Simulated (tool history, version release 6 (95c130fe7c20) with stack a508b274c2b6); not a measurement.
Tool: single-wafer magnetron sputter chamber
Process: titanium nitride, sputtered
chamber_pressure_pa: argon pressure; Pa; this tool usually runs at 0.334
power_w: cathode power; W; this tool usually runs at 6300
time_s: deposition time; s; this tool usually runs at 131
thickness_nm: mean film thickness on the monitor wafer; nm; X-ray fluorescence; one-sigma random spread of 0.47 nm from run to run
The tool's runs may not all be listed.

| run | hour | chamber_pressure_pa | power_w | time_s | wafers since the last listed run | wafers on the sputter target | hours since the last manometer calibration | hours since the magnet pack was replaced | hours since the gauge calibration | read-back reference wafer on the same gauge, thickness_nm | thickness_nm |
|---|---|---|---|---|---|---|---|---|---|---|---|
| 1 | 0.0 | 0.334 | 7500 | 131 | 0 | 534 | 955.9 | 4113.3 | 673.4 | 152.071 | 197.294 |
| 2 | 43.2 | 0.334 | 6300 | 136 | 652 | 1186 | 999.1 | 4156.5 | 716.6 | 152.066 | 172.277 |
| 3 | 188.1 | 0.334 | 6300 | 131 | 2188 | 3374 | 1144.0 | 4301.4 | 861.5 | 152.033 | 165.503 |
|  | 252.8 | capacitance manometer re-zeroed and calibrated |
| 4 | 257.5 | 0.334 | 6300 | 131 | 927 | 4302 | 4.7 | 4370.8 | 930.9 | 151.995 | 164.013 |
|  | 295.7 | magnet pack replaced |
| 5 | 296.2 | 0.334 | 6300 | 131 | 463 | 4765 | 43.4 | 0.5 | 969.6 | 152.057 | 162.937 |
| 6 | 339.2 | 0.334 | 6300 | 118 | 649 | 5415 | 86.4 | 43.5 | 1012.6 | 152.074 | 146.331 |
| 7 | 366.6 | 0.334 | 6300 | 118 | 413 | 5829 | 113.8 | 70.9 | 1040.0 | 152.011 | 147.106 |
| 8 | 417.2 | 0.296 | 5850 | 131 | 764 | 6593 | 164.4 | 121.5 | 1090.6 | 152.015 | 151.698 |
| 9 | 474.7 | 0.296 | 5850 | 131 | 868 | 7461 | 221.9 | 179.0 | 1148.1 | 152.054 | 151.641 |
| 10 | 501.0 | 0.334 | 6300 | 131 | 397 | 7858 | 248.2 | 205.3 | 1174.4 | 152.010 | 160.359 |
|  | 509.3 | sputter target and shields replaced |
| 11 | 586.4 | 0.334 | 6300 | 131 | 1168 | 1164 | 333.6 | 290.7 | 1259.8 | 152.024 | 164.326 |
| 12 | 617.8 | 0.396 | 6900 | 139 | 474 | 1638 | 365.0 | 322.1 | 1291.2 | 151.980 | 187.266 |
| 13 | 650.2 | 0.420 | 6800 | 112 | 489 | 2128 | 397.4 | 354.5 | 1323.6 | 151.962 | 147.935 |
| 14 | 712.9 | 0.334 | 6300 | 156 | 946 | 3074 | 460.1 | 417.2 | 1386.3 | 152.023 | 195.013 |
|  | 727.3 | gauge calibrated |
| 15 | 737.2 | 0.274 | 6300 | 156 | 366 | 3441 | 484.4 | 441.5 | 9.9 | 151.944 | 197.650 |
| 16 | 804.8 | 0.276 | 6300 | 150 | 1020 | 4462 | 552.0 | 509.1 | 77.5 | 151.952 | 190.715 |
| 17 | 852.8 | 0.334 | 7800 | 156 | 724 | 5187 | 600.0 | 557.1 | 125.5 | 152.043 | 241.097 |
| 18 | 898.0 | 0.334 | 6300 | 131 | 682 | 5870 | 645.2 | 602.3 | 170.7 | 152.055 | 163.391 |
| 19 | 959.9 | 0.392 | 6300 | 131 | 934 | 6805 | 707.1 | 664.2 | 232.6 | 152.056 | 160.766 |
| 20 | 1026.5 | 0.438 | 7750 | 153 | 1005 | 7811 | 773.7 | 730.8 | 299.2 | 152.034 | 225.165 |
|  | 1087.5 | sputter target and shields replaced |
| 21 | 1096.1 | 0.300 | 7000 | 113 | 930 | 129 | 843.3 | 800.4 | 368.8 | 152.060 | 159.686 |
| 22 | 1145.3 | 0.334 | 6300 | 120 | 743 | 872 | 892.5 | 849.6 | 418.0 | 151.869 | 151.384 |
| 23 | 1197.2 | 0.334 | 6300 | 155 | 783 | 1656 | 944.4 | 901.5 | 469.9 | 152.039 | 194.916 |
| 24 | 1231.2 | 0.261 | 6950 | 156 | 513 | 2169 | 978.4 | 935.5 | 503.9 | 152.027 | 221.649 |
| 25 | 1295.1 | 0.334 | 6300 | 115 | 965 | 3134 | 1042.3 | 999.4 | 567.8 | 151.951 | 145.061 |
| 26 | 1359.1 | 0.334 | 6300 | 117 | 966 | 4101 | 1106.3 | 1063.4 | 631.8 | 152.105 | 147.655 |
| 27 | 1426.0 | 0.334 | 6300 | 131 | 1010 | 5111 | 1173.2 | 1130.3 | 698.7 | 152.040 | 164.774 |
| 28 | 1482.3 | 0.334 | 5600 | 118 | 850 | 5962 | 1229.5 | 1186.6 | 755.0 | 152.011 | 131.547 |
| 29 | 1515.3 | 0.334 | 6300 | 131 | 498 | 6460 | 1262.5 | 1219.6 | 788.0 | 152.022 | 164.150 |

Run 30 comes next. What will it give?
|  | 1555.7 | capacitance manometer re-zeroed and calibrated |
| 30 | 1558.0 | 0.334 | 7100 | 131 | 524 | 6984 | 2.3 | 1262.3 | 830.7 | ? | ? |

read-back reference wafer on the same gauge, thickness_nm: 151.985
thickness_nm: 182.315 nm
With no hidden state in the tool, this same run would have given thickness_nm 185.548 nm.
